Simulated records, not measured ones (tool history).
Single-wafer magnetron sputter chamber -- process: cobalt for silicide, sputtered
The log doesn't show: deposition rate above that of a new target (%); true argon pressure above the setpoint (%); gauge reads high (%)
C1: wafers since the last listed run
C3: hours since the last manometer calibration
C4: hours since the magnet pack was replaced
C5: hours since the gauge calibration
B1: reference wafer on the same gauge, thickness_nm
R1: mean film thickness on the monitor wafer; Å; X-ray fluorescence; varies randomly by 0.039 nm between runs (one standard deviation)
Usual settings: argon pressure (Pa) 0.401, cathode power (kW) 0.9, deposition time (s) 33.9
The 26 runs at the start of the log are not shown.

run 27 hour=859 | argon_pressure_(Pa)=0.401 cathode_power_(kW)=0.9 deposition_time_(s)=33.9 | C1=592 wafers_on_the_sputter_target=3205 C3=198.5 C4=339.5 C5=524.6 | B1=15.305 | R1=145.67
run 28 hour=887.4 | argon_pressure_(Pa)=0.518 cathode_power_(kW)=0.9 deposition_time_(s)=33.9 | C1=503 wafers_on_the_sputter_target=3708 C3=226.9 C4=367.9 C5=553 | B1=15.299 | R1=136.41
-- hour=899.4 gauge calibrated
run 29 hour=915.6 | argon_pressure_(Pa)=0.401 cathode_power_(kW)=0.7 deposition_time_(s)=29.5 | C1=500 wafers_on_the_sputter_target=4209 C3=255.1 C4=396.1 C5=16.2 | B1=15.301 | R1=105.98
run 30 hour=929.7 | argon_pressure_(Pa)=0.401 cathode_power_(kW)=0.9 deposition_time_(s)=28.2 | C1=250 wafers_on_the_sputter_target=4459 C3=269.2 C4=410.2 C5=30.3 | B1=15.303 | R1=119.45
run 31 hour=963.5 | argon_pressure_(Pa)=0.401 cathode_power_(kW)=1.05 deposition_time_(s)=31.5 | C1=599 wafers_on_the_sputter_target=5058 C3=303 C4=444 C5=64.1 | B1=15.301 | R1=149.04
run 32 hour=990.8 | argon_pressure_(Pa)=0.522 cathode_power_(kW)=1 deposition_time_(s)=37.6 | C1=484 wafers_on_the_sputter_target=5543 C3=330.3 C4=471.3 C5=91.4 | B1=15.302 | R1=161.85
run 33 hour=1004.1 | argon_pressure_(Pa)=0.401 cathode_power_(kW)=0.9 deposition_time_(s)=27.8 | C1=235 wafers_on_the_sputter_target=5779 C3=343.6 C4=484.6 C5=104.7 | B1=15.301 | R1=117.76
run 34 hour=1017.9 | argon_pressure_(Pa)=0.321 cathode_power_(kW)=0.75 deposition_time_(s)=27.4 | C1=244 wafers_on_the_sputter_target=6023 C3=357.4 C4=498.4 C5=118.5 | B1=15.306 | R1=106.37

Consider 5 possible next runs. They are alternatives, not a sequence: every one starts from the tool as it was left by run 34. What does each give?
run A hour=1018.3 | argon_pressure_(Pa)=0.289 cathode_power_(kW)=0.9 deposition_time_(s)=33.9 | C1=7 wafers_on_the_sputter_target=6031 C3=357.8 C4=498.8 C5=118.9 | B1=? | R1=?
run B hour=1018.3 | argon_pressure_(Pa)=0.494 cathode_power_(kW)=1 deposition_time_(s)=29.7 | C1=7 wafers_on_the_sputter_target=6031 C3=357.8 C4=498.8 C5=118.9 | B1=? | R1=?
run C hour=1018.3 | argon_pressure_(Pa)=0.401 cathode_power_(kW)=0.7 deposition_time_(s)=27.7 | C1=7 wafers_on_the_sputter_target=6031 C3=357.8 C4=498.8 C5=118.9 | B1=? | R1=?
run D hour=1018.3 | argon_pressure_(Pa)=0.538 cathode_power_(kW)=0.9 deposition_time_(s)=36.1 | C1=7 wafers_on_the_sputter_target=6031 C3=357.8 C4=498.8 C5=118.9 | B1=? | R1=?
run E hour=1018.3 | argon_pressure_(Pa)=0.401 cathode_power_(kW)=0.7 deposition_time_(s)=33.9 | C1=7 wafers_on_the_sputter_target=6031 C3=357.8 C4=498.8 C5=118.9 | B1=? | R1=?

run=A B1=15.31 R1=152.37
run=B B1=15.31 R1=129.43
run=C B1=15.31 R1=99.02
run=D B1=15.31 R1=142.67
run=E B1=15.31 R1=121.18
Stripped of hidden state, with their random variation kept, the same runs would have yielded:
run=A R1=155.1
run=B R1=131.74
run=C R1=100.79
run=D R1=145.22
run=E R1=123.35

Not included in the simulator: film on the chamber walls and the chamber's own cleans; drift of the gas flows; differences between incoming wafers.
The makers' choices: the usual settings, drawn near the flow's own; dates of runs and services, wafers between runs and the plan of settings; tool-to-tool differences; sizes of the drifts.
